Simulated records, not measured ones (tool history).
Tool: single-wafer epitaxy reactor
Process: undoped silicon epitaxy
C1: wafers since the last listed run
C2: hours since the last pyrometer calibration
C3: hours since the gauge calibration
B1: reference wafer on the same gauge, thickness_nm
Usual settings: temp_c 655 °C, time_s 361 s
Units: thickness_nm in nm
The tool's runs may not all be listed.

{"run": 1, "hour": 0.0, "temp_c": 655, "time_s": 361, "C1": 0, "C2": 2309.1, "C3": 197.8, "B1": 80.688, "thickness_nm": 61.956}
{"run": 2, "hour": 17.3, "temp_c": 655, "time_s": 361, "C1": 102, "C2": 2326.4, "C3": 215.1, "B1": 80.489, "thickness_nm": 62.259}
{"run": 3, "hour": 29.9, "temp_c": 655, "time_s": 361, "C1": 74, "C2": 2339.0, "C3": 227.7, "B1": 80.769, "thickness_nm": 61.921}
{"run": 4, "hour": 36.3, "temp_c": 655, "time_s": 361, "C1": 38, "C2": 2345.4, "C3": 234.1, "B1": 80.807, "thickness_nm": 61.823}
{"run": 5, "hour": 48.0, "temp_c": 655, "time_s": 361, "C1": 69, "C2": 2357.1, "C3": 245.8, "B1": 80.599, "thickness_nm": 61.405}
{"run": 6, "hour": 61.8, "temp_c": 645, "time_s": 361, "C1": 82, "C2": 2370.9, "C3": 259.6, "B1": 80.719, "thickness_nm": 48.092}
{"run": 7, "hour": 75.9, "temp_c": 645, "time_s": 361, "C1": 83, "C2": 2385.0, "C3": 273.7, "B1": 80.793, "thickness_nm": 48.099}
{"run": 8, "hour": 86.0, "temp_c": 655, "time_s": 395, "C1": 60, "C2": 2395.1, "C3": 283.8, "B1": 80.813, "thickness_nm": 67.197}
{"run": 9, "hour": 134.4, "temp_c": 655, "time_s": 361, "C1": 287, "C2": 2443.5, "C3": 332.2, "B1": 80.921, "thickness_nm": 62.133}
{"run": 10, "hour": 150.7, "temp_c": 655, "time_s": 361, "C1": 96, "C2": 2459.8, "C3": 348.5, "B1": 80.65, "thickness_nm": 62.112}
{"run": 11, "hour": 166.1, "temp_c": 655, "time_s": 361, "C1": 91, "C2": 2475.2, "C3": 363.9, "B1": 80.79, "thickness_nm": 61.666}
{"run": 12, "hour": 182.6, "temp_c": 649, "time_s": 361, "C1": 98, "C2": 2491.7, "C3": 380.4, "B1": 80.65, "thickness_nm": 53.364}
{"run": 13, "hour": 196.7, "temp_c": 641, "time_s": 406, "C1": 83, "C2": 2505.8, "C3": 394.5, "B1": 80.722, "thickness_nm": 48.768}
{"run": 14, "hour": 247.1, "temp_c": 648, "time_s": 361, "C1": 299, "C2": 2556.2, "C3": 444.9, "B1": 80.656, "thickness_nm": 52.11}
{"hour": 252.4, "done": "gauge calibrated"}
{"run": 15, "hour": 261.9, "temp_c": 661, "time_s": 361, "C1": 88, "C2": 2571.0, "C3": 9.5, "B1": 80.595, "thickness_nm": 71.849}
{"run": 16, "hour": 272.4, "temp_c": 655, "time_s": 361, "C1": 62, "C2": 2581.5, "C3": 20.0, "B1": 80.78, "thickness_nm": 62.167}
{"hour": 288.0, "done": "pyrometer calibrated"}
{"run": 17, "hour": 289.3, "temp_c": 655, "time_s": 361, "C1": 52, "C2": 1.3, "C3": 36.9, "B1": 80.657, "thickness_nm": 72.622}
{"run": 18, "hour": 301.3, "temp_c": 667, "time_s": 361, "C1": 71, "C2": 13.3, "C3": 48.9, "B1": 80.625, "thickness_nm": 96.74}
{"run": 19, "hour": 313.2, "temp_c": 655, "time_s": 361, "C1": 70, "C2": 25.2, "C3": 60.8, "B1": 80.567, "thickness_nm": 72.449}
{"run": 20, "hour": 340.6, "temp_c": 655, "time_s": 361, "C1": 162, "C2": 52.6, "C3": 88.2, "B1": 80.669, "thickness_nm": 71.892}
{"run": 21, "hour": 350.9, "temp_c": 670, "time_s": 321, "C1": 61, "C2": 62.9, "C3": 98.5, "B1": 80.753, "thickness_nm": 92.087}
{"run": 22, "hour": 362.6, "temp_c": 664, "time_s": 330, "C1": 69, "C2": 74.6, "C3": 110.2, "B1": 80.615, "thickness_nm": 81.745}

3 ways to go on from here, each from the tool as it stands after run 22. What would each give?
{"run": "A", "hour": 363.1, "temp_c": 655, "time_s": 361, "C1": 2, "C2": 75.1, "C3": 110.7, "B1": "?", "thickness_nm": "?"}
{"run": "B", "hour": 363.1, "temp_c": 655, "time_s": 323, "C1": 2, "C2": 75.1, "C3": 110.7, "B1": "?", "thickness_nm": "?"}
{"run": "C", "hour": 363.1, "temp_c": 665, "time_s": 361, "C1": 2, "C2": 75.1, "C3": 110.7, "B1": "?", "thickness_nm": "?"}

run=A B1=80.667 thickness_nm=71.559
run=B B1=80.667 thickness_nm=64.026
run=C B1=80.667 thickness_nm=91.206
Without the tool's hidden state the same runs would have given:
run=A thickness_nm=71.189
run=B thickness_nm=63.695
run=C thickness_nm=90.746

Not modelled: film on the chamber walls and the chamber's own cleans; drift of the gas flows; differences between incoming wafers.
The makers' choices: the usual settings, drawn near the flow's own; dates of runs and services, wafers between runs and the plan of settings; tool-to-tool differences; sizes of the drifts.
